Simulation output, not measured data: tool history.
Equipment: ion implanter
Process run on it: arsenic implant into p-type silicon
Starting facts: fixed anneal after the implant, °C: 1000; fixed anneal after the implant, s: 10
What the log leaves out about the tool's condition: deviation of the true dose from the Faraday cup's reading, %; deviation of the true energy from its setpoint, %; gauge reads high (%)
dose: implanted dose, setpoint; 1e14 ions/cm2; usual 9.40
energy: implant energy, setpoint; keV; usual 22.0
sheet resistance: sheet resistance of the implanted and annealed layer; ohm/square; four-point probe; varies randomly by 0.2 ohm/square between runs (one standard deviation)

run	day	dose	energy	wafers since the last listed run	hours since the last dose calibration	hours since the extraction supply was calibrated	hours since the gauge calibration	read-back reference wafer on the same gauge, sheet resistance	sheet resistance
1	0.000	11.30	22.0	0	1331.1	4737.0	97.7	129.99	121.74
2	0.558	11.30	22.0	140	1344.5	4750.4	111.1	129.94	121.79
3	1.292	8.44	22.0	184	1362.1	4768.0	128.7	130.01	139.38
4	2.012	8.44	22.0	181	1379.4	4785.3	146.0	129.99	139.11
5	4.483	9.40	16.0	623	1438.7	4844.6	205.3	130.04	145.13
# day 4.588: gauge calibrated
# day 5.208: Faraday cup replaced and dose calibrated
6	5.379	9.40	16.0	141	4.1	4866.1	19.0	130.03	148.56
# day 6.633: extraction supply calibrated
7	6.804	7.62	24.5	275	38.3	4.1	53.2	130.02	147.46
8	7.675	8.44	22.0	219	59.2	25.0	74.1	130.00	143.49
9	9.079	7.61	16.0	354	92.9	58.7	107.8	129.98	163.58
10	10.192	10.72	22.0	280	119.6	85.4	134.5	129.98	127.58
11	10.775	7.27	18.0	147	133.6	99.4	148.5	130.01	163.36
12	11.342	6.84	26.5	142	147.2	113.0	162.1	129.98	156.12
13	12.100	11.66	16.0	191	165.4	131.2	180.3	129.98	137.34
14	12.796	10.86	22.0	175	182.1	147.9	197.0	130.01	126.58
# day 12.808: gauge calibrated
15	13.554	9.40	16.0	191	200.3	166.1	17.9	130.03	148.52

Give the tool's hidden conditions for every run:
deviation of the true energy from its setpoint, %: 0 at every run
gauge reads high (%): 0 at every run
H1: deviation of the true dose from the Faraday cup's reading, %
run	H1
1	4.85
2	4.94
3	5.06
4	5.18
5	5.6
6	-0.262
7	-0.258
8	-0.253
9	-0.24
10	-0.226
11	-0.217
12	-0.208
13	-0.193
14	-0.179
15	-0.161

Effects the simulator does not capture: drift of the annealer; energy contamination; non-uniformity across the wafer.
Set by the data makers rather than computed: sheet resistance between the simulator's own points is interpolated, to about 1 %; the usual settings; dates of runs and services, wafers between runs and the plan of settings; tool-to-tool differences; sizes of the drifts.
